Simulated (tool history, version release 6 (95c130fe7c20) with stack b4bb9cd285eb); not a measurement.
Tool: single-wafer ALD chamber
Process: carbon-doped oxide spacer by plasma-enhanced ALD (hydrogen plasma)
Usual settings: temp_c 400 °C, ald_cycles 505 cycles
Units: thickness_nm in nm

| run | hour | temp_c | ald_cycles | wafers since the last listed run | hours since the last thermocouple change | hours since the gauge calibration | read-back reference wafer on the same gauge, thickness_nm | thickness_nm |
|---|---|---|---|---|---|---|---|---|
| 1 | 0.0 | 400 | 505 | 0 | 1843.0 | 68.3 | 29.003 | 26.373 |
| 2 | 13.0 | 400 | 505 | 12 | 1856.0 | 81.3 | 28.998 | 26.372 |
| 3 | 21.4 | 400 | 505 | 8 | 1864.4 | 89.7 | 29.002 | 26.290 |
| 4 | 33.3 | 400 | 549 | 11 | 1876.3 | 101.6 | 29.014 | 28.608 |
| 5 | 46.7 | 412 | 548 | 13 | 1889.7 | 115.0 | 28.978 | 27.486 |
| 6 | 62.3 | 412 | 548 | 15 | 1905.3 | 130.6 | 29.002 | 27.640 |
|  | 62.7 | gauge calibrated |
| 7 | 73.3 | 400 | 505 | 10 | 1916.3 | 10.6 | 28.980 | 26.399 |
| 8 | 81.7 | 400 | 505 | 8 | 1924.7 | 19.0 | 29.023 | 26.330 |
| 9 | 98.6 | 400 | 505 | 16 | 1941.6 | 35.9 | 29.003 | 26.337 |
| 10 | 109.9 | 400 | 505 | 11 | 1952.9 | 47.2 | 29.016 | 26.205 |
| 11 | 116.6 | 400 | 505 | 6 | 1959.6 | 53.9 | 28.988 | 26.347 |
| 12 | 126.9 | 391 | 604 | 10 | 1969.9 | 64.2 | 29.002 | 31.568 |
| 13 | 136.9 | 409 | 450 | 9 | 1979.9 | 74.2 | 29.006 | 22.951 |
| 14 | 144.6 | 409 | 594 | 7 | 1987.6 | 81.9 | 28.999 | 30.261 |
| 15 | 159.5 | 392 | 547 | 14 | 2002.5 | 96.8 | 29.000 | 28.556 |
|  | 175.9 | thermocouple changed; heater temperature recalibrated |
| 16 | 176.4 | 400 | 439 | 8 | 0.5 | 113.7 | 28.992 | 22.996 |
|  | 181.6 | gauge calibrated |
| 17 | 192.6 | 400 | 505 | 15 | 16.7 | 11.0 | 28.992 | 26.352 |
| 18 | 207.6 | 400 | 544 | 14 | 31.7 | 26.0 | 28.986 | 28.382 |

Run 19 comes next. What will it give?
| 19 | 219.9 | 414 | 573 | 12 | 44.0 | 38.3 | ? | ? |

read-back reference wafer on the same gauge, thickness_nm: 28.984
thickness_nm: 28.760 nm
Without the tool's hidden state the same run would have given thickness_nm 28.760 nm.
